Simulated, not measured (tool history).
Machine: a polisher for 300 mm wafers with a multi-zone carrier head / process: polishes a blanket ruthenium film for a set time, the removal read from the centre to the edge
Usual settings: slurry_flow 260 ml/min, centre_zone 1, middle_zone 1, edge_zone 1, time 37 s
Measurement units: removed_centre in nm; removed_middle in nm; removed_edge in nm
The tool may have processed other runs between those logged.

run	hour	slurry_flow	centre_zone	middle_zone	edge_zone	time	wafers since the last listed run	wafers polished on this pad	hours since the slurry nozzle was cleaned	hours since the centre zone pressure was calibrated	hours since the edge zone pressure was calibrated	hours since the carrier head's membrane was replaced	incoming thickness of the incoming film, nm	removed_centre	removed_middle	removed_edge
1	0	260	1	1	1	37	0	106	103.4	458.4	1393.9	673.3	302.6	37.5	35.7	35.2
2	16.2	260	1	1	1	37	282	388	119.6	474.6	1410.1	689.5	300.5	38	35.8	35.6
3	26	260	1	1	1	37	170	558	129.4	484.4	1419.9	699.3	302.9	37.5	36.2	35.6
4	34.1	305	1	1	0.91	37	141	699	137.5	492.5	1428	707.4	302	38.4	36	34
5	41.1	260	1	0.95	1	37	121	821	144.5	499.5	1435	714.4	300.9	38	34.2	35.1
6	50	260	1	0.95	1	37	154	976	153.4	508.4	1443.9	723.3	299	38.3	33.6	35.2
# hour 59.6: worn pad replaced by a new one
7	60.1	260	1	0.95	1	37	106	8	163.5	518.5	1454	733.4	306.6	38.2	34.5	35.1
8	71.4	260	1	1	0.92	28	196	204	174.8	529.8	1465.3	744.7	297.8	28.4	26	25.8
9	80.1	260	1	0.97	1	37	151	356	183.5	538.5	1474	753.4	300.5	38.1	34.5	35.4
10	96.8	260	1	0.97	1	37	290	646	200.2	555.2	1490.7	770.1	303.2	38	35.2	36.1
11	110.1	260	1	1	1	45	231	878	213.5	568.5	1504	783.4	296.7	45.8	43.1	43
# hour 112.9: centre zone pressure recalibrated
# hour 116.9: worn pad replaced by a new one
12	124.8	260	1	1	1	37	151	138	228.2	11.9	1518.7	798.1	303.9	35	35.3	34.7
# hour 133: slurry nozzle cleaned
13	139.1	225	1	1	1.05	37	231	369	6.1	26.2	1533	812.4	300.5	34.6	35.5	35.9
# hour 141.2: edge zone pressure recalibrated
14	151.4	260	1	1	1	37	179	548	18.4	38.5	10.2	824.7	295.5	35.7	35.5	34.4
# hour 166.1: carrier head's membrane replaced by a new one
15	166.6	260	1	1	1	37	177	726	33.6	53.7	25.4	0.5	297.1	35.7	35.6	35
# hour 172.7: worn pad replaced by a new one
16	177.1	260	0.91	1	1.05	37	113	76	44.1	64.2	35.9	11	296.4	33.4	35.7	36
17	194.1	260	1.08	1	1	37	295	372	61.1	81.2	52.9	28	301.8	39.4	34.8	35.1
18	206.5	330	1	0.93	1	25	215	588	73.5	93.6	65.3	40.4	296.2	25	22.5	24.4
19	222.9	260	1	1	1	26	285	874	89.9	110	81.7	56.8	303.2	25.8	25.1	25.5
# hour 229.9: worn pad replaced by a new one
20	230.5	220	1	1	1	27	62	11	97.5	117.6	89.3	64.4	305.1	26.2	25	25.6
21	237.6	260	1	1.06	1	37	123	134	104.6	124.7	96.4	71.5	301.7	37	36.7	35

For each run, the measured value with the value that run would have given without the tool's hidden condition subtracted. The run-to-run variation is shared by both, the gauge scatter possibly not:
The tool's hidden condition here consists of: removal rate lost through wear of the pad, %; slurry flow missing at the pad, %; deviation of the centre zone's pressure from its setpoint, %; deviation of the edge zone's pressure from its setpoint, %.
run	removed_centre
1	+3.4
2	+3.5
3	+3.5
4	+3.6
5	+3.5
6	+3.6
7	+3.6
8	+2.7
9	+3.6
10	+3.7
11	+4.5
12	+0.8
13	+1.1
14	+1.4
15	+1.6
16	+1.6
17	+2.1
18	+1.5
19	+1.7
20	+1.8
21	+2.6
removed_middle: at most 0.1 nm away from the measurement, every run.
removed_edge: 0 in every run.
